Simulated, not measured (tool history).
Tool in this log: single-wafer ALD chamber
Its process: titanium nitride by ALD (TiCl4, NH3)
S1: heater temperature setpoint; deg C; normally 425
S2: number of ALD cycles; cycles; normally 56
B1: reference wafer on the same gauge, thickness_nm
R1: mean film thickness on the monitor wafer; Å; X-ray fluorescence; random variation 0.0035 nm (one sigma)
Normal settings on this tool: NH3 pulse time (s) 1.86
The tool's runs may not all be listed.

run 1 day=0 | S1=425 S2=56 NH3_pulse_time_(s)=1.86 | B1=1.19 | R1=13.82
run 2 day=0.596 | S1=425 S2=56 NH3_pulse_time_(s)=1.86 | B1=1.191 | R1=13.83
run 3 day=1.229 | S1=425 S2=56 NH3_pulse_time_(s)=1.86 | B1=1.191 | R1=13.8
run 4 day=1.542 | S1=425 S2=56 NH3_pulse_time_(s)=1.86 | B1=1.189 | R1=13.79
run 5 day=1.829 | S1=425 S2=56 NH3_pulse_time_(s)=1.86 | B1=1.19 | R1=13.87
run 6 day=2.304 | S1=425 S2=56 NH3_pulse_time_(s)=1.86 | B1=1.19 | R1=13.84
run 7 day=2.979 | S1=425 S2=56 NH3_pulse_time_(s)=2.34 | B1=1.19 | R1=13.81
run 8 day=3.638 | S1=425 S2=56 NH3_pulse_time_(s)=2.34 | B1=1.19 | R1=13.89
run 9 day=4.379 | S1=425 S2=56 NH3_pulse_time_(s)=2.34 | B1=1.19 | R1=13.87
-- day=5.15 showerhead replaced
run 10 day=5.171 | S1=425 S2=56 NH3_pulse_time_(s)=1.86 | B1=1.19 | R1=13.73
run 11 day=5.562 | S1=425 S2=56 NH3_pulse_time_(s)=1.86 | B1=1.19 | R1=13.79
run 12 day=6.154 | S1=425 S2=56 NH3_pulse_time_(s)=1.86 | B1=1.19 | R1=13.82
-- day=6.183 gauge calibrated
run 13 day=6.767 | S1=411 S2=56 NH3_pulse_time_(s)=2.5 | B1=1.19 | R1=13.85
run 14 day=7.038 | S1=425 S2=56 NH3_pulse_time_(s)=1.86 | B1=1.19 | R1=13.85

Run 15, settings as shown, results not yet in. Your forecast:
run 15 day=7.462 | S1=417 S2=56 NH3_pulse_time_(s)=1.86 | B1=? | R1=?

B1: 1.19
R1: 13.75 Å
With no hidden state in the tool, this same run would have given R1 13.75 Å.
